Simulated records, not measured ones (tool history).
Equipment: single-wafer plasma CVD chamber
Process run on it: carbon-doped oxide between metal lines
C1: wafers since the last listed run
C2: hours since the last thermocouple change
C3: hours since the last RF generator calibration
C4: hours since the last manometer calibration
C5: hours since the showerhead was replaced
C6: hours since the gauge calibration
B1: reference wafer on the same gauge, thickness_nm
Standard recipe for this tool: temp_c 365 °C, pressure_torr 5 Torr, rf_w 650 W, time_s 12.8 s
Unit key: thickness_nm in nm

run 1 hour=0 | temp_c=365 pressure_torr=5 rf_w=650 time_s=14.7 | C1=0 C2=489.5 C3=733.7 C4=1240.8 C5=3120.6 C6=85.4 | B1=72.975 | thickness_nm=82.726
run 2 hour=30.8 | temp_c=365 pressure_torr=5 rf_w=650 time_s=14.7 | C1=778 C2=520.3 C3=764.5 C4=1271.6 C5=3151.4 C6=116.2 | B1=72.79 | thickness_nm=82.161
run 3 hour=85.7 | temp_c=365 pressure_torr=5 rf_w=650 time_s=14.7 | C1=1386 C2=575.2 C3=819.4 C4=1326.5 C5=3206.3 C6=171.1 | B1=72.93 | thickness_nm=81.829
run 4 hour=152.8 | temp_c=358 pressure_torr=5.65 rf_w=650 time_s=12.8 | C1=1695 C2=642.3 C3=886.5 C4=1393.6 C5=3273.4 C6=238.2 | B1=72.89 | thickness_nm=74.285
run 5 hour=206.4 | temp_c=358 pressure_torr=5.65 rf_w=650 time_s=12.8 | C1=1354 C2=695.9 C3=940.1 C4=1447.2 C5=3327 C6=291.8 | B1=72.879 | thickness_nm=74.356
run 6 hour=257.4 | temp_c=358 pressure_torr=5.65 rf_w=650 time_s=12.8 | C1=1288 C2=746.9 C3=991.1 C4=1498.2 C5=3378 C6=342.8 | B1=72.921 | thickness_nm=74.029
run 7 hour=282.7 | temp_c=371 pressure_torr=5 rf_w=650 time_s=14.1 | C1=639 C2=772.2 C3=1016.4 C4=1523.5 C5=3403.3 C6=368.1 | B1=72.949 | thickness_nm=76.873
run 8 hour=330.9 | temp_c=362 pressure_torr=5 rf_w=650 time_s=12.8 | C1=1217 C2=820.4 C3=1064.6 C4=1571.7 C5=3451.5 C6=416.3 | B1=72.856 | thickness_nm=70.952
-- hour=350.1 showerhead replaced
run 9 hour=396.5 | temp_c=362 pressure_torr=5 rf_w=650 time_s=12.8 | C1=1455 C2=886 C3=1130.2 C4=1637.3 C5=46.4 C6=481.9 | B1=72.866 | thickness_nm=70.524
run 10 hour=461.5 | temp_c=365 pressure_torr=5 rf_w=650 time_s=13.6 | C1=1642 C2=951 C3=1195.2 C4=1702.3 C5=111.4 C6=546.9 | B1=72.887 | thickness_nm=74.776
run 11 hour=522.6 | temp_c=365 pressure_torr=5 rf_w=650 time_s=10.5 | C1=1543 C2=1012.1 C3=1256.3 C4=1763.4 C5=172.5 C6=608 | B1=72.946 | thickness_nm=57.385

Predict the results of run 12:
run 12 hour=565.3 | temp_c=365 pressure_torr=5 rf_w=650 time_s=12.8 | C1=1078 C2=1054.8 C3=1299 C4=1806.1 C5=215.2 C6=650.7 | B1=? | thickness_nm=?

Run 12 measured B1 72.892, thickness_nm 68.597 nm.
Were there no unlogged condition in the tool, this run, its random variation unchanged, would have produced thickness_nm 72.832 nm.
